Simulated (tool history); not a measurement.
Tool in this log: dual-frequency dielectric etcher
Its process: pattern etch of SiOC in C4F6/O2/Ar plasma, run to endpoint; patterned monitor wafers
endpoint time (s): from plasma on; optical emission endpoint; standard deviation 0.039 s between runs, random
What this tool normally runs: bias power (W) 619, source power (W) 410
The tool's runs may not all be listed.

| run | hour | bias power (W) | source power (W) | incoming incoming film thickness, nm | endpoint time (s) |
|---|---|---|---|---|---|
| 1 | 0 | 619 | 410 | 27.4 | 7.9 |
| 2 | 49.3 | 619 | 410 | 27.46 | 7.9 |
| 3 | 120.7 | 619 | 370 | 27.34 | 8.2 |
| 4 | 215.8 | 619 | 370 | 27.01 | 8.1 |
| 5 | 271.1 | 726 | 410 | 27.48 | 7.3 |
| 6 | 348 | 726 | 410 | 27.48 | 7.3 |
| 7 | 393 | 726 | 410 | 27.13 | 7.2 |
|  | 441.3 | wet clean of the chamber |
| 8 | 487.1 | 619 | 410 | 27.25 | 7.8 |
| 9 | 589.5 | 619 | 410 | 27.2 | 7.8 |
| 10 | 661.1 | 619 | 410 | 27.2 | 7.7 |
| 11 | 725.2 | 619 | 410 | 27.2 | 7.7 |
| 12 | 810.4 | 619 | 410 | 27.31 | 7.7 |
| 13 | 873.7 | 619 | 410 | 27.41 | 7.6 |
| 14 | 931.7 | 619 | 410 | 27.04 | 7.5 |
|  | 1006.9 | upper electrode replaced, of another model than before |
|  | 1019 | wet clean of the chamber |
| 15 | 1036.4 | 619 | 410 | 27.3 | 7.7 |
| 16 | 1088.3 | 619 | 330 | 27.61 | 9.4 |
| 17 | 1176.5 | 619 | 410 | 27.31 | 7.8 |
|  | 1222.3 | source power generator calibrated |
| 18 | 1224.3 | 576 | 480 | 27.2 | 7.2 |
| 19 | 1267.3 | 703 | 460 | 27.13 | 6.6 |
| 20 | 1370.4 | 722 | 490 | 27.1 | 6.2 |
| 21 | 1430.9 | 619 | 410 | 27.19 | 7.7 |
| 22 | 1477.4 | 705 | 360 | 27.32 | 7.9 |
|  | 1560.5 | wet clean of the chamber |
| 23 | 1565.4 | 619 | 470 | 27.2 | 7.1 |
| 24 | 1630.8 | 619 | 410 | 27.09 | 7.7 |
| 25 | 1674.2 | 619 | 410 | 27.59 | 7.8 |
|  | 1691 | bias power generator calibrated |
| 26 | 1711.2 | 669 | 350 | 27.08 | 8.4 |
| 27 | 1779.7 | 619 | 410 | 27.41 | 7.8 |
| 28 | 1838.2 | 619 | 470 | 27.65 | 7.1 |
| 29 | 1877.1 | 697 | 330 | 27.4 | 8.6 |
| 30 | 1963.4 | 769 | 370 | 27.37 | 7.3 |
| 31 | 2055.6 | 619 | 410 | 27.56 | 7.7 |
| 32 | 2101.9 | 730 | 360 | 27.33 | 7.7 |
|  | 2153 | wet clean of the chamber |
| 33 | 2171.2 | 759 | 460 | 27.31 | 6.4 |
| 34 | 2252 | 739 | 460 | 27.27 | 6.6 |
| 35 | 2335.2 | 619 | 410 | 27.22 | 7.7 |
| 36 | 2382.8 | 698 | 510 | 27 | 6.2 |

Run-by-run hidden state of the tool:
bias power that arrives over what is set, %: 0 on each run
source power that arrives over what is set, %: 0 on each run
H1: etch rate over this chamber's usual, %
| run | H1 |
|---|---|
| 1 | -0.101 |
| 2 | 0.111 |
| 3 | 0.416 |
| 4 | 0.824 |
| 5 | 1.06 |
| 6 | 1.39 |
| 7 | 1.58 |
| 8 | 0.285 |
| 9 | 0.724 |
| 10 | 1.03 |
| 11 | 1.3 |
| 12 | 1.67 |
| 13 | 1.94 |
| 14 | 2.19 |
| 15 | 0.355 |
| 16 | 0.577 |
| 17 | 0.955 |
| 18 | 1.16 |
| 19 | 1.34 |
| 20 | 1.79 |
| 21 | 2.04 |
| 22 | 2.24 |
| 23 | 0.0477 |
| 24 | 0.328 |
| 25 | 0.514 |
| 26 | 0.672 |
| 27 | 0.966 |
| 28 | 1.22 |
| 29 | 1.38 |
| 30 | 1.75 |
| 31 | 2.15 |
| 32 | 2.35 |
| 33 | -0.147 |
| 34 | 0.199 |
| 35 | 0.555 |
| 36 | 0.759 |

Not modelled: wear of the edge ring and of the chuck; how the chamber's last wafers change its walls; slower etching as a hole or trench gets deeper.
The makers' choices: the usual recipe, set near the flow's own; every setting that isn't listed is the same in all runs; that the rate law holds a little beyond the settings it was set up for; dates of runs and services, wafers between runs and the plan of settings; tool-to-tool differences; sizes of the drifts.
